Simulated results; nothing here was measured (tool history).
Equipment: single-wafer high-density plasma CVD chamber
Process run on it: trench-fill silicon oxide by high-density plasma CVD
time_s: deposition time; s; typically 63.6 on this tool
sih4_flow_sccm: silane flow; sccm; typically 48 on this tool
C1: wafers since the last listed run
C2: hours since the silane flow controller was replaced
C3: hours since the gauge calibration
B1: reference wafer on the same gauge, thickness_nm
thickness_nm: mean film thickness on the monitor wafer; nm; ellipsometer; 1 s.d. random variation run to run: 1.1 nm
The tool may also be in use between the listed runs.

run 1 hour=0 | time_s=63.6 sih4_flow_sccm=48 | C1=0 C2=2631.2 C3=528.7 | B1=294.365 | thickness_nm=350.027
run 2 hour=58.6 | time_s=63.6 sih4_flow_sccm=48 | C1=1110 C2=2689.8 C3=587.3 | B1=293.837 | thickness_nm=350.435
run 3 hour=94 | time_s=59.3 sih4_flow_sccm=48 | C1=670 C2=2725.2 C3=622.7 | B1=293.828 | thickness_nm=326.616
run 4 hour=268.3 | time_s=63.6 sih4_flow_sccm=48 | C1=3303 C2=2899.5 C3=797 | B1=294.175 | thickness_nm=351.454
run 5 hour=324.1 | time_s=63.6 sih4_flow_sccm=48 | C1=1057 C2=2955.3 C3=852.8 | B1=294.106 | thickness_nm=352.302
run 6 hour=348.6 | time_s=63.6 sih4_flow_sccm=48 | C1=464 C2=2979.8 C3=877.3 | B1=293.749 | thickness_nm=350.5
run 7 hour=374.4 | time_s=63.6 sih4_flow_sccm=48 | C1=488 C2=3005.6 C3=903.1 | B1=294.185 | thickness_nm=351.297
run 8 hour=411.3 | time_s=63.6 sih4_flow_sccm=48 | C1=699 C2=3042.5 C3=940 | B1=293.959 | thickness_nm=349.45
run 9 hour=435.9 | time_s=63.6 sih4_flow_sccm=48 | C1=466 C2=3067.1 C3=964.6 | B1=293.84 | thickness_nm=350.865
-- hour=453.4 silane flow controller replaced
run 10 hour=494.9 | time_s=63.6 sih4_flow_sccm=48 | C1=966 C2=41.5 C3=1023.6 | B1=293.882 | thickness_nm=350.449
run 11 hour=551.2 | time_s=63.6 sih4_flow_sccm=45 | C1=1067 C2=97.8 C3=1079.9 | B1=293.802 | thickness_nm=333.289
run 12 hour=587.3 | time_s=63.6 sih4_flow_sccm=45 | C1=684 C2=133.9 C3=1116 | B1=293.918 | thickness_nm=332.05
run 13 hour=628.7 | time_s=68.6 sih4_flow_sccm=48 | C1=784 C2=175.3 C3=1157.4 | B1=293.694 | thickness_nm=376.676
-- hour=670.4 gauge calibrated
run 14 hour=683.8 | time_s=67 sih4_flow_sccm=43 | C1=1044 C2=230.4 C3=13.4 | B1=293.858 | thickness_nm=336.591
run 15 hour=712.8 | time_s=63.6 sih4_flow_sccm=48 | C1=549 C2=259.4 C3=42.4 | B1=294.308 | thickness_nm=350.097
run 16 hour=761.1 | time_s=54.2 sih4_flow_sccm=41 | C1=915 C2=307.7 C3=90.7 | B1=293.799 | thickness_nm=264.937
run 17 hour=787.7 | time_s=63.6 sih4_flow_sccm=43 | C1=504 C2=334.3 C3=117.3 | B1=293.751 | thickness_nm=320.859
run 18 hour=858.5 | time_s=76.1 sih4_flow_sccm=56 | C1=1341 C2=405.1 C3=188.1 | B1=294.434 | thickness_nm=475.983
run 19 hour=927.5 | time_s=58.2 sih4_flow_sccm=56 | C1=1307 C2=474.1 C3=257.1 | B1=294.266 | thickness_nm=360.833
run 20 hour=997.2 | time_s=73.8 sih4_flow_sccm=42 | C1=1321 C2=543.8 C3=326.8 | B1=293.881 | thickness_nm=366.831
run 21 hour=1026.2 | time_s=52.8 sih4_flow_sccm=45 | C1=549 C2=572.8 C3=355.8 | B1=294.183 | thickness_nm=277.213
run 22 hour=1066.6 | time_s=63.6 sih4_flow_sccm=48 | C1=765 C2=613.2 C3=396.2 | B1=293.941 | thickness_nm=351.664
run 23 hour=1111.3 | time_s=63.6 sih4_flow_sccm=48 | C1=847 C2=657.9 C3=440.9 | B1=294.513 | thickness_nm=350.846
run 24 hour=1147.4 | time_s=74.7 sih4_flow_sccm=48 | C1=684 C2=694 C3=477 | B1=293.651 | thickness_nm=411.794
run 25 hour=1202.1 | time_s=63.6 sih4_flow_sccm=48 | C1=1036 C2=748.7 C3=531.7 | B1=294.211 | thickness_nm=350.368
run 26 hour=1267.7 | time_s=74.3 sih4_flow_sccm=48 | C1=1243 C2=814.3 C3=597.3 | B1=293.87 | thickness_nm=409.549
run 27 hour=1302.3 | time_s=59.9 sih4_flow_sccm=50 | C1=655 C2=848.9 C3=631.9 | B1=293.855 | thickness_nm=340.506
run 28 hour=1401.4 | time_s=54 sih4_flow_sccm=54 | C1=1878 C2=948 C3=731 | B1=294.441 | thickness_nm=326.781
run 29 hour=1444.8 | time_s=63.6 sih4_flow_sccm=48 | C1=822 C2=991.4 C3=774.4 | B1=293.948 | thickness_nm=350.077
run 30 hour=1497.3 | time_s=53 sih4_flow_sccm=57 | C1=995 C2=1043.9 C3=826.9 | B1=294.171 | thickness_nm=335.86

4 options for the next run, each taken on its own from the tool as it stands now. Forecast them:
run A hour=1497.7 | time_s=63.6 sih4_flow_sccm=57 | C1=7 C2=1044.3 C3=827.3 | B1=? | thickness_nm=?
run B hour=1497.7 | time_s=56 sih4_flow_sccm=55 | C1=7 C2=1044.3 C3=827.3 | B1=? | thickness_nm=?
run C hour=1497.7 | time_s=63.6 sih4_flow_sccm=52 | C1=7 C2=1044.3 C3=827.3 | B1=? | thickness_nm=?
run D hour=1497.7 | time_s=70.3 sih4_flow_sccm=44 | C1=7 C2=1044.3 C3=827.3 | B1=? | thickness_nm=?

run=A B1=293.755 thickness_nm=402.97
run=B B1=293.755 thickness_nm=344.675
run=C B1=293.755 thickness_nm=374.177
run=D B1=293.755 thickness_nm=362.672
Stripped of hidden state, with their random variation kept, the same runs would have yielded:
run=A thickness_nm=402.97
run=B thickness_nm=344.675
run=C thickness_nm=374.177
run=D thickness_nm=362.672
